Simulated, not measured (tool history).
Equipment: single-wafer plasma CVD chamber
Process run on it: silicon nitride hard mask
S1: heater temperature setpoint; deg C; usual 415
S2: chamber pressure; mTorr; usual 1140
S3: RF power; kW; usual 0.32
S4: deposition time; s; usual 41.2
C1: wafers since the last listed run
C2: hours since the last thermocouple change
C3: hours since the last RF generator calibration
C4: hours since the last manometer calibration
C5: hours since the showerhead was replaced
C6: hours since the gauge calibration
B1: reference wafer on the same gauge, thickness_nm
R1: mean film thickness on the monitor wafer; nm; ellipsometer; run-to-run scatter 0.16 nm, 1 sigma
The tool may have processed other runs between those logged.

{"run": 1, "day": 0.0, "S1": 415, "S2": 1140, "S3": 0.32, "S4": 41.2, "C1": 0, "C2": 82.6, "C3": 1323.7, "C4": 881, "C5": 3566.8, "C6": 631.3, "B1": 51.109, "R1": 47.809}
{"day": 2.983, "done": "capacitance manometer re-zeroed and calibrated"}
{"run": 2, "day": 3.512, "S1": 415, "S2": 1140, "S3": 0.32, "S4": 41.2, "C1": 1711, "C2": 166.9, "C3": 1408, "C4": 12.7, "C5": 3651.1, "C6": 715.6, "B1": 51.176, "R1": 47.183}
{"run": 3, "day": 6.867, "S1": 415, "S2": 1140, "S3": 0.32, "S4": 41.2, "C1": 1805, "C2": 247.4, "C3": 1488.5, "C4": 93.2, "C5": 3731.6, "C6": 796.1, "B1": 51.033, "R1": 46.758}
{"run": 4, "day": 16.929, "S1": 415, "S2": 1140, "S3": 0.32, "S4": 41.2, "C1": 5415, "C2": 488.9, "C3": 1730, "C4": 334.7, "C5": 3973.1, "C6": 1037.6, "B1": 51.094, "R1": 46.951}
{"run": 5, "day": 19.438, "S1": 415, "S2": 1140, "S3": 0.32, "S4": 41.2, "C1": 1350, "C2": 549.1, "C3": 1790.2, "C4": 394.9, "C5": 4033.3, "C6": 1097.8, "B1": 51.084, "R1": 46.809}
{"day": 20.567, "done": "gauge calibrated"}
{"run": 6, "day": 23.567, "S1": 415, "S2": 1140, "S3": 0.32, "S4": 41.2, "C1": 2222, "C2": 648.2, "C3": 1889.3, "C4": 494, "C5": 4132.4, "C6": 72, "B1": 51.068, "R1": 46.825}
{"run": 7, "day": 27.617, "S1": 415, "S2": 1350, "S3": 0.32, "S4": 41.2, "C1": 2179, "C2": 745.4, "C3": 1986.5, "C4": 591.2, "C5": 4229.6, "C6": 169.2, "B1": 51.098, "R1": 48.904}
{"run": 8, "day": 30.562, "S1": 415, "S2": 1070, "S3": 0.32, "S4": 41.2, "C1": 1585, "C2": 816.1, "C3": 2057.2, "C4": 661.9, "C5": 4300.3, "C6": 239.9, "B1": 51.19, "R1": 46.27}
{"run": 9, "day": 32.971, "S1": 415, "S2": 1140, "S3": 0.32, "S4": 47.1, "C1": 1296, "C2": 873.9, "C3": 2115, "C4": 719.7, "C5": 4358.1, "C6": 297.7, "B1": 51.11, "R1": 53.471}
{"run": 10, "day": 36.812, "S1": 415, "S2": 1140, "S3": 0.32, "S4": 41.2, "C1": 2067, "C2": 966.1, "C3": 2207.2, "C4": 811.9, "C5": 4450.3, "C6": 389.9, "B1": 51.187, "R1": 46.623}
{"day": 37.529, "done": "showerhead replaced"}
{"run": 11, "day": 40.604, "S1": 415, "S2": 1140, "S3": 0.32, "S4": 33.8, "C1": 1861, "C2": 1057.1, "C3": 2298.2, "C4": 902.9, "C5": 73.8, "C6": 480.9, "B1": 51.033, "R1": 38.332}
{"day": 41.071, "done": "capacitance manometer re-zeroed and calibrated"}
{"day": 41.421, "done": "RF generator calibrated"}
{"run": 12, "day": 42.333, "S1": 426, "S2": 920, "S3": 0.32, "S4": 44.9, "C1": 571, "C2": 1098.6, "C3": 21.9, "C4": 30.3, "C5": 115.3, "C6": 522.4, "B1": 51.196, "R1": 49.513}
{"day": 43.992, "done": "thermocouple changed; heater temperature recalibrated"}
{"run": 13, "day": 44.967, "S1": 415, "S2": 1140, "S3": 0.32, "S4": 41.2, "C1": 1237, "C2": 23.4, "C3": 85.1, "C4": 93.5, "C5": 178.5, "C6": 585.6, "B1": 51.141, "R1": 47.765}
{"run": 14, "day": 50.725, "S1": 405, "S2": 880, "S3": 0.27, "S4": 49.2, "C1": 3099, "C2": 161.6, "C3": 223.3, "C4": 231.7, "C5": 316.7, "C6": 723.8, "B1": 51.162, "R1": 48.604}
{"run": 15, "day": 53.817, "S1": 402, "S2": 1140, "S3": 0.3, "S4": 41.2, "C1": 1663, "C2": 235.8, "C3": 297.5, "C4": 305.9, "C5": 390.9, "C6": 798, "B1": 51.159, "R1": 46.319}
{"run": 16, "day": 57.917, "S1": 402, "S2": 1350, "S3": 0.275, "S4": 43.6, "C1": 2206, "C2": 334.2, "C3": 395.9, "C4": 404.3, "C5": 489.3, "C6": 896.4, "B1": 51.005, "R1": 47.605}

Hidden state or all else? Some run-to-run changes of R1, split into what the settings, what came in and random variation would give without the hidden state, and what is left for the hidden state (with any gauge scatter that isn't in both results):
Hidden state present: wafer temperature above the value expected at the setpoint (K); delivered RF power above the setpoint (%); true pressure above the setpoint (%); gauge reads high (%).
Run 11 -> 12: S1 415 -> 426, S2 1140 -> 920, S4 33.8 -> 44.9, capacitance manometer re-zeroed and calibrated, RF generator calibrated. R1 +11.181 nm: hidden state +0.948, all else +10.233.
